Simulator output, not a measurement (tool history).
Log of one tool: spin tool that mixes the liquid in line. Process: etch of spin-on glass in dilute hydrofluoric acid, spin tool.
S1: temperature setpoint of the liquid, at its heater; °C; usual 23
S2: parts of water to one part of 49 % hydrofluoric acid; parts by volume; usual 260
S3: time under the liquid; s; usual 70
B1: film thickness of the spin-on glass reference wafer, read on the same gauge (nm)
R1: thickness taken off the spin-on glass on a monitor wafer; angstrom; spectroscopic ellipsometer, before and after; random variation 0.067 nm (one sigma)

run	hour	S1	S2	S3	B1	R1
1	0	20	260	70	140.04	93.8
2	7.4	23	260	85	140.03	127.5
3	23.8	23	260	85	140.03	128.1
4	36.9	23	260	85	140.01	127.6
5	54.2	23	260	70	139.96	105.4
6	65.5	23	260	70	140.03	105.9
7	77.4	21.5	260	70	140.02	98.8
8	84	23	260	70	140.01	105
9	96.1	23	290	70	140.01	91
10	102.2	23	260	70	140	105.4
11	110.8	23	260	70	140	105.2
12	122.8	23	260	70	139.97	105.4
13	161.7	23	260	70	139.98	104.1
14	169.6	23	260	70	139.97	105.4
15	186.1	23	260	70	140.03	106.1
# hour 193.2: thermometer replaced
16	203.6	23	260	70	140.04	100.2
# hour 223.8: gauge calibrated
17	239	19	220	40	139.97	59.6
18	255.8	23	215	45	140.01	80.2
19	267.9	23	260	70	140.01	99.5
20	276.3	23	260	70	139.99	99.3
21	287.4	27.5	345	85	139.98	99.9
22	296.7	19	215	70	139.98	107
23	310	23	165	55	139.95	135.4
# hour 316.2: thermometer replaced, repeated, since the last time left the tool worse
# hour 345.7: hydrofluoric acid flow meter replaced
24	360.6	23	260	100	140.06	161.5
25	370	23	260	95	140.03	151.8
26	382.6	23	260	70	140.03	112
27	398.7	23	145	70	140	227.2
28	407.3	24.5	365	85	139.97	91.9
29	413.7	26.5	130	50	140.03	211
30	431.4	19	260	70	140.01	96.4
31	443.7	25	260	70	140	119.1
32	452.4	23	260	70	140	111.5
33	464.5	21.5	260	50	139.96	75.6
34	471.8	25	330	90	140.01	111.6
35	479.1	23	260	85	140	134.1

Forecast each of these 3 alternatives for the next run:
A	479.5	21	260	70	?	?
B	479.5	19	160	70	?	?
C	479.5	26.5	215	105	?	?

run	B1	R1
A	140	104.1
B	140	172.5
C	140	241.6
Without the tool's hidden state the same runs would have given:
run	R1
A	105.6
B	175.1
C	244.8
